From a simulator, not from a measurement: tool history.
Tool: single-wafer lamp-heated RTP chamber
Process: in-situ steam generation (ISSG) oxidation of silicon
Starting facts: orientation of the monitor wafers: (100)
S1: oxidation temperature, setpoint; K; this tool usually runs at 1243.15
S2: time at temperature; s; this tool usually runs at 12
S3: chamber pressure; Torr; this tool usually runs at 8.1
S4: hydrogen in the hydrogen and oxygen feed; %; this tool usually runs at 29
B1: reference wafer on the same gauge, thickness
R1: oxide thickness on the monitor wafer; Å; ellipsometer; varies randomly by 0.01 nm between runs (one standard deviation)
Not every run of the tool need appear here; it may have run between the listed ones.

| run | day | S1 | S2 | S3 | S4 | B1 | R1 |
|---|---|---|---|---|---|---|---|
| 1 | 0.000 | 1243.15 | 12 | 8.1 | 22 | 4.308 | 36.34 |
| 2 | 1.000 | 1243.15 | 12 | 8.1 | 22 | 4.308 | 36.48 |
| 3 | 1.988 | 1243.15 | 12 | 9.3 | 29 | 4.308 | 38.58 |
| 4 | 2.829 | 1243.15 | 12 | 7.8 | 32 | 4.311 | 40.57 |
| 5 | 3.908 | 1243.15 | 12 | 8.1 | 29 | 4.312 | 39.09 |
| 6 | 4.733 | 1243.15 | 12 | 8.1 | 29 | 4.312 | 39.23 |
| 7 | 8.246 | 1243.15 | 12 | 8.1 | 29 | 4.308 | 39.08 |
| 8 | 9.579 | 1243.15 | 12 | 7.8 | 29 | 4.311 | 39.22 |
| 9 | 10.717 | 1243.15 | 12 | 8.1 | 29 | 4.308 | 39.13 |
|  | 10.996 | gauge calibrated |
| 10 | 11.883 | 1243.15 | 12 | 8.1 | 29 | 4.310 | 39.22 |
| 11 | 13.308 | 1243.15 | 12 | 8.1 | 29 | 4.312 | 39.21 |
| 12 | 14.267 | 1243.15 | 12 | 8.1 | 32 | 4.309 | 40.40 |
| 13 | 15.108 | 1243.15 | 14 | 7.4 | 29 | 4.309 | 41.83 |
|  | 15.604 | hydrogen flow controller replaced |
| 14 | 15.754 | 1228.15 | 16 | 9.4 | 19 | 4.311 | 37.38 |
| 15 | 16.750 | 1235.15 | 16 | 9.1 | 29 | 4.307 | 42.23 |
|  | 17.383 | pressure gauge zeroed |
| 16 | 17.542 | 1254.15 | 9 | 9.5 | 29 | 4.311 | 35.33 |
|  | 18.188 | pyrometer window cleaned and pyrometer calibrated |
| 17 | 18.808 | 1243.15 | 12 | 8.1 | 29 | 4.307 | 39.28 |
| 18 | 20.225 | 1243.15 | 12 | 8.1 | 23 | 4.309 | 36.81 |
| 19 | 21.275 | 1243.15 | 12 | 8.1 | 29 | 4.311 | 39.20 |
| 20 | 24.600 | 1243.15 | 12 | 8.1 | 29 | 4.309 | 39.17 |
| 21 | 25.833 | 1235.15 | 10 | 9.5 | 25 | 4.310 | 33.75 |
| 22 | 27.025 | 1236.15 | 16 | 7.6 | 32 | 4.309 | 44.25 |
| 23 | 28.425 | 1243.15 | 12 | 8.1 | 29 | 4.312 | 39.46 |
| 24 | 29.175 | 1243.15 | 12 | 8.1 | 20 | 4.311 | 35.48 |
| 25 | 30.429 | 1243.15 | 12 | 9.3 | 29 | 4.311 | 38.43 |
| 26 | 31.333 | 1225.15 | 12 | 7.6 | 32 | 4.310 | 38.52 |
| 27 | 35.212 | 1243.15 | 9 | 8.5 | 32 | 4.309 | 36.04 |
| 28 | 35.846 | 1232.15 | 14 | 9.3 | 23 | 4.310 | 37.37 |
| 29 | 36.904 | 1243.15 | 12 | 8.1 | 29 | 4.311 | 39.25 |
| 30 | 37.658 | 1243.15 | 12 | 8.1 | 29 | 4.311 | 39.20 |

State the hidden condition of the tool at each of the runs:
true wafer temperature minus pyrometer reading, K: 0 in every run
true pressure minus gauge reading, Torr: 0 in every run
deviation of the hydrogen flow from its setpoint, %: 0 in every run
gauge reads high (%): 0 in every run
